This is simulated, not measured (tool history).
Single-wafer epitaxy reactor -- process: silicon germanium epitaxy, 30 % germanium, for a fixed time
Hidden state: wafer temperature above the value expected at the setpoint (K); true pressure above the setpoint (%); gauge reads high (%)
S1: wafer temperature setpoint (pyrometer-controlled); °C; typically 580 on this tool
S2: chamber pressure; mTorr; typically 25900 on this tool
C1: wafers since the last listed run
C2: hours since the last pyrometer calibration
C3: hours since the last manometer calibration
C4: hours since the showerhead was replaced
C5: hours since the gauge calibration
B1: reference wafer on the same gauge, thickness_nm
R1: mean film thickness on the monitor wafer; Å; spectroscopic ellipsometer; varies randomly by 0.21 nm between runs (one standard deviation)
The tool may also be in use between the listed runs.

run	day	S1	S2	C1	C2	C3	C4	C5	B1	R1
1	0	580	25900	0	1679.9	1891.1	5311.5	244.4	41.174	503.34
2	0.329	580	25900	136	1687.8	1899	5319.4	252.3	41.103	507.3
# day 1.154: gauge calibrated
3	2.558	580	25900	925	1741.3	1952.5	5372.9	33.7	41.159	511.23
4	3.288	580	25900	302	1758.8	1970	5390.4	51.2	41.111	509.41
5	3.967	580	25900	282	1775.1	1986.3	5406.7	67.5	41.115	507.58
6	4.442	580	25900	197	1786.5	1997.7	5418.1	78.9	41.149	512.5
7	4.958	580	25900	214	1798.9	2010.1	5430.5	91.3	41.109	508.4
8	5.596	580	25900	264	1814.2	2025.4	5445.8	106.6	41.079	513.23
# day 7.738: capacitance manometer re-zeroed and calibrated
9	7.758	580	25900	759	1866.1	0.5	5497.7	158.5	41.103	519.73
# day 8.442: pyrometer calibrated
10	8.462	580	22400	154	0.5	17.4	5514.6	175.4	41.128	426.41
11	8.854	580	22400	162	9.9	26.8	5524	184.8	41.102	426.61
12	9.592	580	25900	306	27.6	44.5	5541.7	202.5	41.054	459.12
13	10.258	580	25900	276	43.6	60.5	5557.7	218.5	41.114	459.1
14	10.671	593	25900	171	53.5	70.4	5567.6	228.4	41.116	608.16
15	11.125	580	25900	188	64.4	81.3	5578.5	239.3	41.141	456.95
16	11.738	580	25900	254	79.1	96	5593.2	254	41.09	462.02
17	12.088	580	29700	145	87.5	104.4	5601.6	262.4	41.075	491.79
# day 12.088: gauge calibrated
# day 12.808: showerhead replaced
18	12.825	574	25900	167	105.2	122.1	0.4	17.7	41.047	402.59
19	13.125	575	21600	124	112.4	129.3	7.6	24.9	41.082	374.92
20	13.412	569	24200	119	119.3	136.2	14.5	31.8	41.161	345.17
21	13.7	588	19600	119	126.2	143.1	21.4	38.7	41.071	478.95
22	14.212	580	25900	212	138.5	155.4	33.7	51	41.173	454.97
23	14.888	571	22000	280	154.7	171.6	49.9	67.2	41.135	345.06
24	15.596	594	21400	294	171.7	188.6	66.9	84.2	41.124	565.96
25	15.925	580	29400	136	179.6	196.5	74.8	92.1	41.142	485.44
26	16.483	580	21700	231	193	209.9	88.2	105.5	41.113	421.76

Alternative continuations, all from the tool just after run 26; predict every row:
A	16.5	580	20200	6	193.4	210.3	88.6	105.9	?	?
B	16.5	567	19800	6	193.4	210.3	88.6	105.9	?	?
C	16.5	585	20700	6	193.4	210.3	88.6	105.9	?	?
D	16.5	593	29200	6	193.4	210.3	88.6	105.9	?	?
E	16.5	575	25900	6	193.4	210.3	88.6	105.9	?	?

run	B1	R1
A	41.141	407.53
B	41.141	302.48
C	41.141	459.57
D	41.141	640.61
E	41.141	411.13
Stripped of hidden state, with their random variation kept, the same runs would have yielded:
run	R1
A	404.72
B	300.32
C	456.44
D	636.34
E	408.25
